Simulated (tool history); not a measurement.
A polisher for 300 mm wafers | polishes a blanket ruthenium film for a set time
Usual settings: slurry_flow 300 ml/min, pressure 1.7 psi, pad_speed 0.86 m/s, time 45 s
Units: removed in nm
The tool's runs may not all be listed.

run      day  slurry_flow  pressure  pad_speed  time  incoming thickness of the incoming film, nm  removed
  1    0.000          300       1.7       0.86    45                                        414.4     31.5
       0.975  -- head pressure recalibrated
  2    2.229          300       1.7       0.86    45                                        414.9     30.9
  3    5.154          300       1.7       0.86    45                                        424.9     31.1
       6.775  -- worn pad replaced by a new one
  4    6.892          335       1.7       0.86    39                                        413.0     26.9
  5   10.725          335       1.7       0.86    39                                        413.4     26.7
  6   12.829          335       1.7       0.86    39                                        419.9     27.0
  7   16.992          300       1.7       0.86    53                                        421.6     36.5
  8   18.658          300       1.7       0.86    53                                        416.2     36.4
      19.062  -- slurry nozzle cleaned
  9   21.158          300       1.7       0.86    53                                        417.5     38.6
 10   23.142          300       1.7       0.86    45                                        413.7     32.4
 11   26.912          300       1.7       0.86    45                                        419.1     30.5
      28.229  -- head pressure recalibrated
 12   30.950          300       1.7       0.86    45                                        421.6     31.8
 13   32.521          300       1.7       0.86    45                                        424.9     30.8
      33.217  -- worn pad replaced by a new one
 14   35.471          300       1.7       0.86    45                                        423.4     30.8
 15   38.458          300       1.7       0.86    45                                        421.3     30.9
 16   41.096          300       1.7       0.86    45                                        423.2     30.8
 17   43.350          365       1.5       0.86    45                                        415.9     28.4
      44.992  -- slurry nozzle cleaned
 18   46.496          300       1.7       0.58    45                                        419.0     26.0
 19   48.679          300       1.7       0.86    45                                        417.7     32.0
 20   51.842          300       1.7       0.86    45                                        419.8     31.0
 21   56.267          300       1.7       0.86    45                                        413.0     31.9
      56.667  -- worn pad replaced by a new one
      56.988  -- head pressure recalibrated
 22   62.888          300       1.2       0.86    45                                        420.8     23.2
 23   67.246          270       2.1       1.10    57                                        422.6     53.6
 24   71.579          300       1.7       0.86    55                                        413.8     37.6
      72.521  -- slurry nozzle cleaned
 25   73.271          300       1.3       0.94    45                                        426.7     27.4
 26   76.654          355       1.7       0.86    45                                        423.7     32.2
 27   80.538          300       1.7       0.86    45                                        417.7     31.1
      81.958  -- head pressure recalibrated
 28   83.183          300       1.7       0.86    45                                        420.0     31.2
 29   84.867          195       1.9       1.08    45                                        416.2     36.4
      85.683  -- worn pad replaced by a new one
 30   87.842          220       1.2       0.86    45                                        428.1     22.1
 31   92.079          300       1.7       0.86    45                                        423.6     30.5
 32   94.508          270       2.1       1.10    57                                        421.9     52.1
 33   98.488          225       1.7       1.00    45                                        420.0     32.4
 34  101.575          300       1.7       0.86    45                                        421.8     30.7
     103.146  -- slurry nozzle cleaned
 35  103.429          390       1.7       0.86    45                                        419.3     33.5
 36  107.246          365       1.7       0.94    45                                        414.2     34.5
 37  109.004          300       1.7       0.86    45                                        420.0     31.8
     110.321  -- head pressure recalibrated
     111.583  -- worn pad replaced by a new one
 38  111.604          300       1.4       0.86    29                                        420.6     17.2

Forecast each of these 3 alternatives for the next run:
  A  111.621          300       1.7       0.86    45                                        419.5        ?
  B  111.621          300       1.3       0.62    39                                        419.5        ?
  C  111.621          300       1.9       0.86    37                                        419.5        ?

run  removed
  A     31.0
  B     18.0
  C     28.0
Without the tool's hidden state the same runs would have given:
run  removed
  A     32.0
  B     18.5
  C     28.9
